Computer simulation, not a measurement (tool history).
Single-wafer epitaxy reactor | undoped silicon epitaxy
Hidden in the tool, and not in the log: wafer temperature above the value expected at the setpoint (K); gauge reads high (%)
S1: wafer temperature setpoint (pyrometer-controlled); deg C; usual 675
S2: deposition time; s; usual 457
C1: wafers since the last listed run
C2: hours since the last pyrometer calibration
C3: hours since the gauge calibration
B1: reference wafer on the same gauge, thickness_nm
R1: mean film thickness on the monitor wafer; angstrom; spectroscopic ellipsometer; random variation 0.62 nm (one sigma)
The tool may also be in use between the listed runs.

run 1 day=0.000 | S1=675 S2=457 | C1=0 C2=79.4 C3=1025.0 | B1=123.160 | R1=1370.67
run 2 day=2.200 | S1=675 S2=457 | C1=197 C2=132.2 C3=1077.8 | B1=122.909 | R1=1366.07
run 3 day=5.971 | S1=675 S2=457 | C1=339 C2=222.7 C3=1168.3 | B1=122.867 | R1=1355.31
run 4 day=7.558 | S1=675 S2=457 | C1=142 C2=260.8 C3=1206.4 | B1=122.449 | R1=1364.13
run 5 day=10.479 | S1=675 S2=457 | C1=262 C2=330.9 C3=1276.5 | B1=122.333 | R1=1348.24
run 6 day=14.850 | S1=675 S2=457 | C1=393 C2=435.8 C3=1381.4 | B1=121.783 | R1=1349.51
-- day=18.283 gauge calibrated
run 7 day=18.808 | S1=675 S2=457 | C1=356 C2=530.8 C3=12.6 | B1=126.402 | R1=1394.65
run 8 day=22.221 | S1=675 S2=457 | C1=306 C2=612.7 C3=94.5 | B1=125.795 | R1=1386.90
run 9 day=25.917 | S1=662 S2=526 | C1=332 C2=701.4 C3=183.2 | B1=125.631 | R1=1259.33
run 10 day=29.062 | S1=675 S2=457 | C1=282 C2=776.9 C3=258.7 | B1=125.376 | R1=1388.95
run 11 day=31.908 | S1=675 S2=457 | C1=255 C2=845.2 C3=327.0 | B1=124.971 | R1=1382.39
run 12 day=35.046 | S1=665 S2=495 | C1=282 C2=920.5 C3=402.3 | B1=124.994 | R1=1252.20
-- day=36.021 pyrometer calibrated
run 13 day=38.504 | S1=686 S2=367 | C1=281 C2=59.6 C3=485.3 | B1=124.545 | R1=1352.37
run 14 day=42.729 | S1=671 S2=457 | C1=380 C2=161.0 C3=586.7 | B1=124.259 | R1=1271.55
run 15 day=45.467 | S1=675 S2=539 | C1=246 C2=226.7 C3=652.4 | B1=123.931 | R1=1627.61
run 16 day=48.042 | S1=675 S2=486 | C1=231 C2=288.5 C3=714.2 | B1=124.014 | R1=1452.84
run 17 day=51.796 | S1=663 S2=490 | C1=337 C2=378.6 C3=804.3 | B1=123.497 | R1=1183.78

The same runs without the tool's hidden state, with the same run-to-run variation:
run=1 R1=1413.98
run=2 R1=1411.33
run=3 R1=1403.80
run=4 R1=1414.46
run=5 R1=1400.76
run=6 R1=1406.26
run=7 R1=1403.22
run=8 R1=1398.56
run=9 R1=1273.03
run=10 R1=1406.99
run=11 R1=1402.99
run=12 R1=1273.52
run=13 R1=1378.57
run=14 R1=1299.85
run=15 R1=1666.89
run=16 R1=1490.48
run=17 R1=1217.52

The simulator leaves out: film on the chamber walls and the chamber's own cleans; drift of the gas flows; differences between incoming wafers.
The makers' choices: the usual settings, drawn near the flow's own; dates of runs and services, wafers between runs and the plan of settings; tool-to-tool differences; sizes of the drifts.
